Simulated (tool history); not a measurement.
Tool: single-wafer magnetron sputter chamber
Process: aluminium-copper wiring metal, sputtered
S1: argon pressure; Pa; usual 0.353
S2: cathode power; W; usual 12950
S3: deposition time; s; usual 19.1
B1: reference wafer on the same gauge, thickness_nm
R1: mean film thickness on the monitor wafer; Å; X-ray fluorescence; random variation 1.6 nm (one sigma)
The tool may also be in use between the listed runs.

run	day	S1	S2	S3	B1	R1
1	0	0.424	12950	19.1	438.018	4609.07
2	1.212	0.353	12950	19.1	437.395	4812.14
3	6.225	0.353	12950	19.1	437.602	4780.84
4	8.204	0.353	12950	19.1	437.633	4779.26
# day 9.662: sputter target and shields replaced
5	9.683	0.353	12950	19.1	437.155	4791.57
6	11.05	0.353	12950	19.1	437.245	4779.71
7	12.421	0.353	12950	21.6	436.751	5420.38
8	13.788	0.353	12950	21.6	436.743	5418.7
9	15.2	0.353	12950	21.6	436.665	5434.65
10	17.412	0.353	14100	21.4	436.353	5808.4
11	19.867	0.353	14100	21.4	435.59	5827.42
12	21.158	0.353	12950	19.1	436.31	4774.2
13	23.504	0.353	12950	19.1	435.885	4776.25
# day 23.95: magnet pack replaced
14	24.521	0.404	12950	19.1	436.106	4622.24
15	26.983	0.353	10300	19.1	435.799	3809.67
# day 28.6: capacitance manometer re-zeroed and calibrated
# day 28.654: sputter target and shields replaced
16	28.675	0.413	14700	18	435.174	4932.21
17	29.779	0.237	10550	22	436.058	4852.4
18	31.725	0.298	14400	18.1	435.797	5210.99
19	34.392	0.432	15500	17.1	435.633	4870.14
20	35.917	0.353	12950	16.8	434.792	4192.42
21	38.858	0.313	9950	19.1	434.983	3769.41
22	41.383	0.39	12950	17.6	434.273	4310.77
23	44.212	0.282	12950	15.9	434.811	4168.53
# day 44.879: gauge calibrated
24	46.942	0.353	11950	19.1	442.153	4461.2
# day 47.596: sputter target and shields replaced
25	49.35	0.353	13950	19.1	441.75	5216.75
26	54.883	0.353	10450	16.5	441.26	3382.19
27	55.904	0.353	12950	19.1	441.216	4834.33
28	57.696	0.353	12950	19.1	441.183	4859.75
29	60.229	0.353	12950	19.1	440.505	4818.03
# day 67.104: sputter target and shields replaced
30	67.954	0.235	14200	21	440.088	6276.45
31	69.742	0.353	10900	22.9	440.181	4869.11
32	71.583	0.353	12950	19.1	439.724	4816.84
33	74.362	0.353	10000	21.1	439.922	4123.94
34	76.412	0.463	10500	19.1	439.572	3657.21

The tool's hidden state at each run:
deposition rate above that of a new target (%): 0 in every run
true argon pressure above the setpoint (%): 0 in every run
H1: gauge reads high (%)
run	H1
1	-0.988
2	-1.01
3	-1.08
4	-1.11
5	-1.13
6	-1.15
7	-1.17
8	-1.19
9	-1.21
10	-1.24
11	-1.28
12	-1.3
13	-1.33
14	-1.35
15	-1.38
16	-1.41
17	-1.42
18	-1.45
19	-1.49
20	-1.51
21	-1.56
22	-1.59
23	-1.64
24	-0.0527
25	-0.088
26	-0.169
27	-0.184
28	-0.21
29	-0.248
30	-0.361
31	-0.387
32	-0.414
33	-0.455
34	-0.485
